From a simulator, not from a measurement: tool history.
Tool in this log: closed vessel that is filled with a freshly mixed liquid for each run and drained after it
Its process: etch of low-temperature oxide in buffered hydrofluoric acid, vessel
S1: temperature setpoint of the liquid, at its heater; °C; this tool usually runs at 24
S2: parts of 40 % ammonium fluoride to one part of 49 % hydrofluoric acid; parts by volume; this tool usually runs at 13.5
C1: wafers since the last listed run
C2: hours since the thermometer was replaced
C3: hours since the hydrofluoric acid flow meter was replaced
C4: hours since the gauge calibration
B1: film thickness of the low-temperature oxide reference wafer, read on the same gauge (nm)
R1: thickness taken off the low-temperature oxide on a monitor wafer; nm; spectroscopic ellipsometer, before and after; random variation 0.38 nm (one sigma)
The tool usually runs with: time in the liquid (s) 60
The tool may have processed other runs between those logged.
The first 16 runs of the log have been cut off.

run 17 hour=423.3 | S1=24 S2=18 time_in_the_liquid_(s)=60 | C1=4314 C2=203.8 C3=1004.2 C4=1234 | B1=79.97 | R1=62.78
run 18 hour=445.3 | S1=28 S2=13.5 time_in_the_liquid_(s)=40 | C1=2673 C2=225.8 C3=1026.2 C4=1256 | B1=80.02 | R1=68.83
run 19 hour=469.4 | S1=24 S2=9 time_in_the_liquid_(s)=50 | C1=2928 C2=249.9 C3=1050.3 C4=1280.1 | B1=80.02 | R1=100.14
run 20 hour=483.7 | S1=24 S2=13.5 time_in_the_liquid_(s)=60 | C1=1737 C2=264.2 C3=1064.6 C4=1294.4 | B1=80.03 | R1=83.05
run 21 hour=499.4 | S1=24 S2=11.5 time_in_the_liquid_(s)=60 | C1=1908 C2=279.9 C3=1080.3 C4=1310.1 | B1=80.03 | R1=96.84
-- hour=514.2 gauge calibrated
run 22 hour=526.2 | S1=28 S2=16 time_in_the_liquid_(s)=60 | C1=3256 C2=306.7 C3=1107.1 C4=12 | B1=80.03 | R1=87.16
run 23 hour=547.9 | S1=22 S2=17.5 time_in_the_liquid_(s)=45 | C1=2637 C2=328.4 C3=1128.8 C4=33.7 | B1=80.05 | R1=43.37
run 24 hour=563.9 | S1=25.5 S2=16.5 time_in_the_liquid_(s)=60 | C1=1944 C2=344.4 C3=1144.8 C4=49.7 | B1=80.02 | R1=73.84
run 25 hour=598.4 | S1=28 S2=17 time_in_the_liquid_(s)=50 | C1=4192 C2=378.9 C3=1179.3 C4=84.2 | B1=80 | R1=68.59
run 26 hour=623.8 | S1=24 S2=13.5 time_in_the_liquid_(s)=60 | C1=3086 C2=404.3 C3=1204.7 C4=109.6 | B1=79.99 | R1=82.98
-- hour=629.2 hydrofluoric acid flow meter replaced
run 27 hour=721.7 | S1=24 S2=8 time_in_the_liquid_(s)=60 | C1=11776 C2=502.2 C3=92.5 C4=207.5 | B1=80.01 | R1=140.89
run 28 hour=750.6 | S1=24 S2=13.5 time_in_the_liquid_(s)=60 | C1=3512 C2=531.1 C3=121.4 C4=236.4 | B1=79.99 | R1=86.08
run 29 hour=768.2 | S1=24 S2=15.5 time_in_the_liquid_(s)=60 | C1=2138 C2=548.7 C3=139 C4=254 | B1=80.01 | R1=74.95
run 30 hour=788.5 | S1=19.5 S2=11 time_in_the_liquid_(s)=50 | C1=2467 C2=569 C3=159.3 C4=274.3 | B1=79.99 | R1=68.05
run 31 hour=818.3 | S1=20.5 S2=18.5 time_in_the_liquid_(s)=30 | C1=3621 C2=598.8 C3=189.1 C4=304.1 | B1=79.97 | R1=25.97
run 32 hour=852.5 | S1=25.5 S2=16.5 time_in_the_liquid_(s)=60 | C1=4156 C2=633 C3=223.3 C4=338.3 | B1=79.97 | R1=76.29

Branching from run 32: 4 alternative next runs. What would each branch give?
run A hour=853.2 | S1=24 S2=13.5 time_in_the_liquid_(s)=60 | C1=85 C2=633.7 C3=224 C4=339 | B1=? | R1=?
run B hour=853.2 | S1=28.5 S2=18.5 time_in_the_liquid_(s)=45 | C1=85 C2=633.7 C3=224 C4=339 | B1=? | R1=?
run C hour=853.2 | S1=28.5 S2=17.5 time_in_the_liquid_(s)=45 | C1=85 C2=633.7 C3=224 C4=339 | B1=? | R1=?
run D hour=853.2 | S1=24 S2=17.5 time_in_the_liquid_(s)=60 | C1=85 C2=633.7 C3=224 C4=339 | B1=? | R1=?

run=A B1=80.02 R1=85.31
run=B B1=80.02 R1=59.83
run=C B1=80.02 R1=63.19
run=D B1=80.02 R1=66.1
Without the tool's hidden state the same runs would have given:
run=A R1=85.87
run=B R1=60.22
run=C R1=63.6
run=D R1=66.53
